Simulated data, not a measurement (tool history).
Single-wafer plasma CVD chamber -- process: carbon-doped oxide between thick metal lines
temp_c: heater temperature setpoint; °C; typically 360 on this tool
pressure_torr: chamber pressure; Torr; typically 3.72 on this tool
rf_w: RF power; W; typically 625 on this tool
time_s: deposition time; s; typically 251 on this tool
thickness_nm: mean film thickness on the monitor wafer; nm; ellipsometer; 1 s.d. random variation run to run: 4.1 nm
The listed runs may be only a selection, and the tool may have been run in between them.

| run | day | temp_c | pressure_torr | rf_w | time_s | wafers since the last listed run | hours since the last thermocouple change | hours since the last RF generator calibration | hours since the last manometer calibration | hours since the showerhead was replaced | hours since the gauge calibration | read-back reference wafer on the same gauge, thickness_nm | thickness_nm |
|---|---|---|---|---|---|---|---|---|---|---|---|---|---|
| 1 | 0.000 | 360 | 3.72 | 625 | 251 | 0 | 1312.7 | 1057.1 | 2077.2 | 3801.0 | 61.9 | 1561.370 | 1322.473 |
| 2 | 0.533 | 360 | 3.72 | 625 | 251 | 65 | 1325.5 | 1069.9 | 2090.0 | 3813.8 | 74.7 | 1561.798 | 1332.819 |
| 3 | 1.258 | 360 | 3.38 | 625 | 251 | 89 | 1342.9 | 1087.3 | 2107.4 | 3831.2 | 92.1 | 1560.872 | 1292.737 |
| 4 | 1.975 | 360 | 3.38 | 625 | 251 | 88 | 1360.1 | 1104.5 | 2124.6 | 3848.4 | 109.3 | 1559.549 | 1301.907 |
| 5 | 2.629 | 360 | 3.38 | 625 | 251 | 80 | 1375.8 | 1120.2 | 2140.3 | 3864.1 | 125.0 | 1559.905 | 1301.633 |
| 6 | 3.100 | 360 | 3.72 | 625 | 265 | 58 | 1387.1 | 1131.5 | 2151.6 | 3875.4 | 136.3 | 1559.775 | 1396.561 |
| 7 | 3.558 | 360 | 3.72 | 625 | 286 | 56 | 1398.1 | 1142.5 | 2162.6 | 3886.4 | 147.3 | 1559.564 | 1507.682 |
|  | 3.908 | showerhead replaced |
|  | 4.054 | RF generator calibrated |
| 8 | 4.154 | 360 | 3.72 | 625 | 286 | 14 | 1412.4 | 2.4 | 2176.9 | 5.9 | 161.6 | 1559.899 | 1510.628 |
| 9 | 4.692 | 352 | 3.20 | 625 | 251 | 66 | 1425.3 | 15.3 | 2189.8 | 18.8 | 174.5 | 1561.703 | 1317.786 |
| 10 | 4.992 | 350 | 3.72 | 625 | 237 | 37 | 1432.5 | 22.5 | 2197.0 | 26.0 | 181.7 | 1560.809 | 1287.471 |
| 11 | 5.317 | 368 | 3.72 | 730 | 251 | 40 | 1440.3 | 30.3 | 2204.8 | 33.8 | 189.5 | 1559.812 | 1452.185 |
| 12 | 5.988 | 360 | 2.86 | 695 | 276 | 82 | 1456.4 | 46.4 | 2220.9 | 49.9 | 205.6 | 1560.472 | 1508.831 |
|  | 6.229 | gauge calibrated |
|  | 6.638 | capacitance manometer re-zeroed and calibrated |
| 13 | 6.688 | 355 | 3.02 | 725 | 265 | 45 | 1473.2 | 63.2 | 1.2 | 66.7 | 11.0 | 1560.573 | 1521.497 |
|  | 7.254 | thermocouple changed; heater temperature recalibrated |
| 14 | 8.325 | 374 | 3.31 | 625 | 233 | 161 | 25.7 | 102.5 | 40.5 | 106.0 | 50.3 | 1559.985 | 1162.349 |
| 15 | 8.908 | 374 | 3.31 | 625 | 233 | 72 | 39.7 | 116.5 | 54.5 | 120.0 | 64.3 | 1561.096 | 1157.952 |
| 16 | 9.638 | 360 | 3.72 | 530 | 209 | 90 | 57.2 | 134.0 | 72.0 | 137.5 | 81.8 | 1559.695 | 967.985 |
| 17 | 10.225 | 355 | 3.72 | 700 | 238 | 72 | 71.3 | 148.1 | 86.1 | 151.6 | 95.9 | 1560.527 | 1390.322 |

Hidden state, per run?
wafer temperature above the value expected at the setpoint (K): 0 at every run
delivered RF power above the setpoint (%): 0 at every run
true pressure above the setpoint (%): 0 at every run
gauge reads high (%): 0 at every run
